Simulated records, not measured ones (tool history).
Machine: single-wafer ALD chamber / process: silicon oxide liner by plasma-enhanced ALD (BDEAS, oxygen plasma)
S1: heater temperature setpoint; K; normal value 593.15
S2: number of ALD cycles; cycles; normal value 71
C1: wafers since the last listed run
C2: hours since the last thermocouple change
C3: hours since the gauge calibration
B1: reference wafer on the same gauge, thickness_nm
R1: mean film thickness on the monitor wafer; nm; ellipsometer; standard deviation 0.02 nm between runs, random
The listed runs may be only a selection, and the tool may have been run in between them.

Run 1, hour 0: usual settings; C1 0; C2 1252.1; C3 52.6; B1 4.86. Result: R1 5.392 nm.
Run 2, hour 58.2: usual settings; C1 194; C2 1310.3; C3 110.8; B1 4.865. Result: R1 5.378 nm.
Run 3, hour 72.5: usual settings but S2 79 cycles; C1 47; C2 1324.6; C3 125.1; B1 4.852. Result: R1 5.977 nm.
Run 4, hour 89.6: usual settings but S2 79 cycles; C1 57; C2 1341.7; C3 142.2; B1 4.859. Result: R1 5.987 nm.
Run 5, hour 123.9: usual settings but S1 599.15 K; C1 114; C2 1376; C3 176.5; B1 4.863. Result: R1 5.344 nm.
Run 6, hour 137.3: usual settings but S1 585.15 K, S2 66 cycles; C1 44; C2 1389.4; C3 189.9; B1 4.859. Result: R1 5.027 nm.
Run 7, hour 172.1: usual settings but S1 585.15 K, S2 66 cycles; C1 116; C2 1424.2; C3 224.7; B1 4.861. Result: R1 5.071 nm.
Run 8, hour 187.6: usual settings but S1 600.15 K, S2 76 cycles; C1 51; C2 1439.7; C3 240.2; B1 4.853. Result: R1 5.669 nm.
At hour 243.7: gauge calibrated.
At hour 293: thermocouple changed; heater temperature recalibrated.
Run 9, hour 294.2: usual settings but S2 82 cycles; C1 329; C2 1.2; C3 50.5; B1 4.855. Result: R1 6.196 nm.
Run 10, hour 322.2: usual settings; C1 93; C2 29.2; C3 78.5; B1 4.861. Result: R1 5.376 nm.
Run 11, hour 337.5: usual settings; C1 51; C2 44.5; C3 93.8; B1 4.857. Result: R1 5.365 nm.
Run 12, hour 361.9: usual settings but S1 580.15 K, S2 64 cycles; C1 81; C2 68.9; C3 118.2; B1 4.861. Result: R1 4.88 nm.
Run 13, hour 375: usual settings but S1 583.15 K, S2 79 cycles; C1 43; C2 82; C3 131.3; B1 4.86. Result: R1 6.067 nm.
Run 14, hour 409: usual settings but S1 599.15 K; C1 113; C2 116; C3 165.3; B1 4.864. Result: R1 5.323 nm.

Alternative continuations, all from the tool just after run 14; predict every row:
Run A, hour 409.5: usual settings; C1 1; C2 116.5; C3 165.8; B1 ?. Result: R1 ?.
Run B, hour 409.5: usual settings but S1 580.15 K, S2 78 cycles; C1 1; C2 116.5; C3 165.8; B1 ?. Result: R1 ?.
Run C, hour 409.5: usual settings but S2 65 cycles; C1 1; C2 116.5; C3 165.8; B1 ?. Result: R1 ?.
Run D, hour 409.5: usual settings but S1 600.15 K, S2 62 cycles; C1 1; C2 116.5; C3 165.8; B1 ?. Result: R1 ?.

run     B1     R1
  A  4.852  5.389
  B  4.852  6.018
  C  4.852  4.933
  D  4.852  4.664
Without the tool's hidden state the same runs would have given:
run     R1
  A  5.389
  B  6.018
  C  4.933
  D  4.664
